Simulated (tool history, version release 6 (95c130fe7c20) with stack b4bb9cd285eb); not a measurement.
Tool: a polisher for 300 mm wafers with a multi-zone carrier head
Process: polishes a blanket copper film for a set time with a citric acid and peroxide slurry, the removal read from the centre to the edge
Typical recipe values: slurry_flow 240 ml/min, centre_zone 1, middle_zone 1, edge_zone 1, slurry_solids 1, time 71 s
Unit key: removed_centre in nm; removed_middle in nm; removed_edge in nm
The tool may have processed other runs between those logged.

run	hour	slurry_flow	centre_zone	middle_zone	edge_zone	slurry_solids	time	incoming thickness of the incoming film, nm	removed_centre	removed_middle	removed_edge
1	0	240	1	1	1.04	1	71	872.6	185.9	175.8	184.7
2	15.6	240	1	1	1.04	1	71	885.3	180.1	174.5	177.3
3	66.3	240	1	1	1	1	71	888.5	175.6	166.5	169.6
4	76.8	240	1	1	1	1	71	901	173.1	163.2	171.4
5	89.8	240	1	1	1	1	71	888.6	173.9	163	169.9
6	105	240	1	1	0.97	1	71	876.9	169	162.1	161.5
7	118.9	240	1	1	1	1	71	870.6	169.5	160.8	164.4
8	128.2	240	1	1	1	1	71	874.6	167.4	160.1	165.6
# hour 139.3: worn pad replaced by a new one
9	159.2	240	0.93	1	1	1	54	886.2	134.1	133.4	134.5
10	175.9	240	1	1	1	1	47	893	121.1	111.2	115.3
11	193.7	240	1	1	1	1	71	900	175.2	165.9	170.7
# hour 205.9: carrier head's membrane replaced by a new one
# hour 206.5: slurry nozzle cleaned
12	207.9	240	1	1	1	1	71	905.1	187.4	179.2	182.8
# hour 218.5: centre zone pressure recalibrated
# hour 222.6: edge zone pressure recalibrated
13	225.1	240	1.11	1	1.11	1	91	877.6	253	228.4	238.8
14	235.1	240	1.09	1.04	1	1	71	896.9	194.4	182	174.4
15	250.8	240	1	1	1.11	1.25	81	901.2	220.9	210.5	223.1
16	261.5	175	1	1	1	1	71	883.6	170.8	163.8	166
17	274	240	1	1	1	1	71	906.4	179.4	174	170.3
18	283.4	240	1	0.95	1	1	93	880.9	233.7	214.7	227.2
# hour 291.5: worn pad replaced by a new one
19	292	280	1	1	1	1	71	879.4	204.2	197.9	193.8
20	300.6	215	1.1	0.89	1	0.75	71	899.9	185.5	151.3	172.9
21	309.6	280	1	1	1.11	1.15	63	889.5	183.8	171.4	181.7

Alternative continuations, all from the tool just after run 21; predict every row:
A	310.1	240	1	1	1	1	71	889.7	?	?	?
B	310.1	240	1	1	1	0.85	71	889.7	?	?	?
C	310.1	175	0.93	0.96	0.9	1	71	889.7	?	?	?
D	310.1	240	1	1	1	1	92	889.7	?	?	?

run	removed_centre	removed_middle	removed_edge
A	193.8	186	188.7
B	184.1	176.7	179.3
C	174.5	169.6	172.1
D	251.1	241.1	244.5
Without the tool's unlogged condition, the same runs would have read:
run	removed_centre	removed_middle	removed_edge
A	207.4	198.7	200.7
B	197.1	188.8	190.7
C	188.3	182.4	183.9
D	268.8	257.5	260.1

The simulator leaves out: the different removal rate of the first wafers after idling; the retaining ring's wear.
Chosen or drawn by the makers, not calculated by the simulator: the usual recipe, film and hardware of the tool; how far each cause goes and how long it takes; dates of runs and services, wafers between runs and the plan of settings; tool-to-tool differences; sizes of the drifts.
